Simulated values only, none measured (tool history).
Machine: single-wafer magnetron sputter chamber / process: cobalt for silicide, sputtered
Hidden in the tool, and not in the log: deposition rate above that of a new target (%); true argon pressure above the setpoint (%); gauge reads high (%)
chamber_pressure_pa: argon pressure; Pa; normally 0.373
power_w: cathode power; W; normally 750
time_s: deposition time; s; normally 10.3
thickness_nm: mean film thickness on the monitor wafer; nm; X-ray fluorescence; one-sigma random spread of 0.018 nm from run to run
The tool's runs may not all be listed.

run   hour  chamber_pressure_pa  power_w  time_s  wafers since the last listed run  wafers on the sputter target  hours since the last manometer calibration  hours since the magnet pack was replaced  hours since the gauge calibration  read-back reference wafer on the same gauge, thickness_nm  thickness_nm
  1      0                0.274      750    10.3                                 0                           357                                        1636                                   10917.9                              124.4                                                      4.938         4.335
  2   13.6                0.274      750    10.3                               329                           686                                      1649.6                                   10931.5                                138                                                      4.938         4.304
  3   30.9                0.405      750    10.3                               418                          1105                                      1666.9                                   10948.8                              155.3                                                      4.936         4.104
  4   45.9                0.405      750    10.3                               363                          1468                                      1681.9                                   10963.8                              170.3                                                      4.939         4.083
  5     57                0.328      750       9                               268                          1737                                        1693                                   10974.9                              181.4                                                      4.936          3.65
  6     74                0.328      750       9                               411                          2148                                        1710                                   10991.9                              198.4                                                      4.938         3.664
      93.3  -- sputter target and shields replaced
  7   93.8                0.373      750    10.3                               285                            12                                      1729.8                                   11011.7                              218.2                                                       4.94         4.222
  8  128.6                0.373      750    10.3                               842                           854                                      1764.6                                   11046.5                                253                                                      4.935         4.139
  9  136.5                0.373      750    10.3                               191                          1046                                      1772.5                                   11054.4                              260.9                                                      4.941         4.116
 10    153                0.373      750    10.3                               399                          1445                                        1789                                   11070.9                              277.4                                                      4.941         4.133
 11  166.7                0.373      750    10.3                               331                          1777                                      1802.7                                   11084.6                              291.1                                                      4.941         4.149
 12  175.4                0.373      750    10.3                               210                          1987                                      1811.4                                   11093.3                              299.8                                                      4.936         4.129
 13  183.2                0.373      750    10.3                               188                          2176                                      1819.2                                   11101.1                              307.6                                                      4.946         4.119
     194.2  -- sputter target and shields replaced
 14  200.2                0.373      750    10.3                               217                           146                                      1836.2                                   11118.1                              324.6                                                      4.935         4.218
     234.1  -- magnet pack replaced
 15  244.9                0.373      750    10.3                               888                          1034                                      1880.9                                      10.8                              369.3                                                      4.938         4.131
 16  252.1                0.373      750    10.3                               174                          1208                                      1888.1                                        18                              376.5                                                      4.937         4.126
 17  269.7                0.373      750     8.7                               426                          1635                                      1905.7                                      35.6                              394.1                                                      4.937         3.476
     278.9  -- capacitance manometer re-zeroed and calibrated
     292.9  -- sputter target and shields replaced
 18  293.4                0.373      750    10.3                               186                            12                                        14.5                                      59.3                              417.8                                                      4.942          4.23
 19  299.8                0.373      750    10.3                               154                           167                                        20.9                                      65.7                              424.2                                                      4.937         4.223
     302.9  -- gauge calibrated
 20  315.9                0.304      900    10.3                               389                           557                                          37                                      81.8                                 13                                                      4.937         4.976
 21  324.2                0.277      800     9.6                               200                           758                                        45.3                                      90.1                               21.3                                                      4.935         4.223
 22    331                0.373      750     8.8                               164                           922                                        52.1                                      96.9                               28.1                                                      4.942         3.546
 23  344.1                0.412      850    10.3                               317                          1239                                        65.2                                       110                               41.2                                                      4.942         4.502
 24  353.5                0.373      750    11.6                               227                          1467                                        74.6                                     119.4                               50.6                                                      4.943         4.636
 25  366.1                0.255      850     9.5                               305                          1772                                        87.2                                       132                               63.2                                                       4.94         4.383
 26  381.3                0.373      550    11.7                               367                          2140                                       102.4                                     147.2                               78.4                                                      4.937         3.623
     394.5  -- sputter target and shields replaced
 27  399.1                0.373      750    10.3                               237                           112                                       120.2                                       165                               96.2                                                      4.936         4.229
 28  409.7                0.499      850     8.4                               256                           369                                       130.8                                     175.6                              106.8                                                      4.943          3.66
 29  417.3                0.373      700    11.4                               183                           553                                       138.4                                     183.2                              114.4                                                      4.934          4.37
 30  434.6                0.373      700     9.4                               418                           971                                       155.7                                     200.5                              131.7                                                       4.94         3.572
 31  448.9                0.373      750    10.3                               346                          1318                                         170                                     214.8                                146                                                      4.943         4.166
 32  462.6                0.373      750    10.3                               331                          1649                                       183.7                                     228.5                              159.7                                                      4.941         4.162
 33  471.2                0.428      850     8.8                               208                          1857                                       192.3                                     237.1                              168.3                                                      4.941         3.859
 34  483.2                0.326      900    10.3                               290                          2148                                       204.3                                     249.1                              180.3                                                      4.946         4.827

Hidden condition of the tool, last listed run before each entry between runs versus first listed run after:
In the gap between runs 6 and 7: sputter target and shields replaced (hour 93.3)
  deposition rate above that of a new target (%): -3.34 -> -0.409
  what was measured, less what the result would be without the hidden state, thickness_nm: -0.127 -> -0.017 nm
In the gap between runs 13 and 14: sputter target and shields replaced (hour 194.2)
  deposition rate above that of a new target (%): -3.58 -> -0.729
  what was measured, less what the result would be without the hidden state, thickness_nm: -0.153 -> -0.03 nm
In the gap between runs 14 and 15: magnet pack replaced (hour 234.1)
  deposition rate above that of a new target (%): -0.729 -> -2.82
  what was measured, less what the result would be without the hidden state, thickness_nm: -0.03 -> -0.12 nm
In the gap between runs 17 and 18: capacitance manometer re-zeroed and calibrated (hour 278.9); sputter target and shields replaced (hour 292.9)
  deposition rate above that of a new target (%): -3.27 -> -0.403
  what was measured, less what the result would be without the hidden state, thickness_nm: -0.117 -> -0.017 nm
In the gap between runs 19 and 20: gauge calibrated (hour 302.9)
  deposition rate above that of a new target (%): -0.946 -> -1.97
  what was measured, less what the result would be without the hidden state, thickness_nm: -0.041 -> -0.1 nm
In the gap between runs 26 and 27: sputter target and shields replaced (hour 394.5)
  deposition rate above that of a new target (%): -3.56 -> -0.417
  what was measured, less what the result would be without the hidden state, thickness_nm: -0.134 -> -0.018 nm
